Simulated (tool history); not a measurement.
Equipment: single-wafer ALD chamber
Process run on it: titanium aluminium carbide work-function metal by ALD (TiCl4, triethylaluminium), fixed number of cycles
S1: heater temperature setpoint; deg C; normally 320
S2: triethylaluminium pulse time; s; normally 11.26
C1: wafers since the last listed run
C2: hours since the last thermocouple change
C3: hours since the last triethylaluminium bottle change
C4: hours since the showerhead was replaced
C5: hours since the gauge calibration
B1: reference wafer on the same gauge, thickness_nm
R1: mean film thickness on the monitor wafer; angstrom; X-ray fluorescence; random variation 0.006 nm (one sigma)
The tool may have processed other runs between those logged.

Run 1, day 0.000: usual settings; C1 0; C2 2083.6; C3 837.5; C4 5353.5; C5 80.2; B1 1.936. Result: R1 19.93 angstrom.
Run 2, day 1.296: usual settings; C1 376; C2 2114.7; C3 868.6; C4 5384.6; C5 111.3; B1 1.936. Result: R1 20.06 angstrom.
Run 3, day 2.504: usual settings; C1 350; C2 2143.7; C3 897.6; C4 5413.6; C5 140.3; B1 1.939. Result: R1 20.10 angstrom.
Run 4, day 6.221: usual settings; C1 1079; C2 2232.9; C3 986.8; C4 5502.8; C5 229.5; B1 1.947. Result: R1 20.17 angstrom.
Run 5, day 6.846: usual settings; C1 181; C2 2247.9; C3 1001.8; C4 5517.8; C5 244.5; B1 1.947. Result: R1 20.10 angstrom.
At day 7.333: showerhead replaced.
Run 6, day 7.408: usual settings but S2 8.40 s; C1 66; C2 2261.4; C3 1015.3; C4 1.8; C5 258.0; B1 1.947. Result: R1 19.40 angstrom.
Run 7, day 7.929: usual settings but S2 8.40 s; C1 151; C2 2273.9; C3 1027.8; C4 14.3; C5 270.5; B1 1.948. Result: R1 19.43 angstrom.
Run 8, day 8.675: usual settings but S2 8.40 s; C1 216; C2 2291.8; C3 1045.7; C4 32.2; C5 288.4; B1 1.953. Result: R1 19.58 angstrom.
Run 9, day 9.825: usual settings; C1 333; C2 2319.4; C3 1073.3; C4 59.8; C5 316.0; B1 1.951. Result: R1 20.21 angstrom.
Run 10, day 10.750: usual settings; C1 268; C2 2341.6; C3 1095.5; C4 82.0; C5 338.2; B1 1.954. Result: R1 20.17 angstrom.
At day 12.083: gauge calibrated.
Run 11, day 13.183: usual settings but S1 330 deg C, S2 15.28 s; C1 706; C2 2400.0; C3 1153.9; C4 140.4; C5 26.4; B1 1.931. Result: R1 21.00 angstrom.
Run 12, day 14.442: usual settings; C1 365; C2 2430.2; C3 1184.1; C4 170.6; C5 56.6; B1 1.932. Result: R1 20.02 angstrom.
Run 13, day 15.471: usual settings but S1 312 deg C, S2 13.63 s; C1 298; C2 2454.9; C3 1208.8; C4 195.3; C5 81.3; B1 1.933. Result: R1 19.75 angstrom.
At day 16.458: thermocouple changed; heater temperature recalibrated.
Run 14, day 16.479: usual settings but S1 334 deg C; C1 196; C2 0.5; C3 1233.0; C4 219.5; C5 105.5; B1 1.935. Result: R1 21.09 angstrom.
Run 15, day 16.725: usual settings but S1 327 deg C, S2 6.80 s; C1 71; C2 6.4; C3 1238.9; C4 225.4; C5 111.4; B1 1.938. Result: R1 18.96 angstrom.
At day 17.662: triethylaluminium bottle replaced.
Run 16, day 17.933: usual settings; C1 254; C2 35.4; C3 6.5; C4 254.4; C5 140.4; B1 1.939. Result: R1 20.05 angstrom.
Run 17, day 19.400: usual settings but S1 312 deg C, S2 7.94 s; C1 425; C2 70.6; C3 41.7; C4 289.6; C5 175.6; B1 1.943. Result: R1 18.60 angstrom.
Run 18, day 20.679: usual settings but S1 331 deg C; C1 371; C2 101.3; C3 72.4; C4 320.3; C5 206.3; B1 1.944. Result: R1 20.96 angstrom.
Run 19, day 21.796: usual settings but S2 13.04 s; C1 324; C2 128.1; C3 99.2; C4 347.1; C5 233.1; B1 1.945. Result: R1 20.33 angstrom.
Run 20, day 22.617: usual settings but S1 307 deg C, S2 9.02 s; C1 238; C2 147.8; C3 118.9; C4 366.8; C5 252.8; B1 1.947. Result: R1 18.79 angstrom.
Run 21, day 23.379: usual settings but S2 14.97 s; C1 221; C2 166.1; C3 137.2; C4 385.1; C5 271.1; B1 1.948. Result: R1 20.49 angstrom.

What if the next run were any one of these 3? Each begins from the tool's condition after run 21:
Run A, day 23.396: usual settings but S2 14.02 s; C1 4; C2 166.5; C3 137.6; C4 385.5; C5 271.5; B1 ?. Result: R1 ?.
Run B, day 23.396: usual settings but S1 314 deg C, S2 9.04 s; C1 4; C2 166.5; C3 137.6; C4 385.5; C5 271.5; B1 ?. Result: R1 ?.
Run C, day 23.396: usual settings but S1 325 deg C, S2 13.92 s; C1 4; C2 166.5; C3 137.6; C4 385.5; C5 271.5; B1 ?. Result: R1 ?.

run     B1     R1
  A  1.950  20.48
  B  1.950  19.32
  C  1.950  20.84
Stripped of hidden state, with their random variation kept, the same runs would have yielded:
run     R1
  A  20.27
  B  19.13
  C  20.63
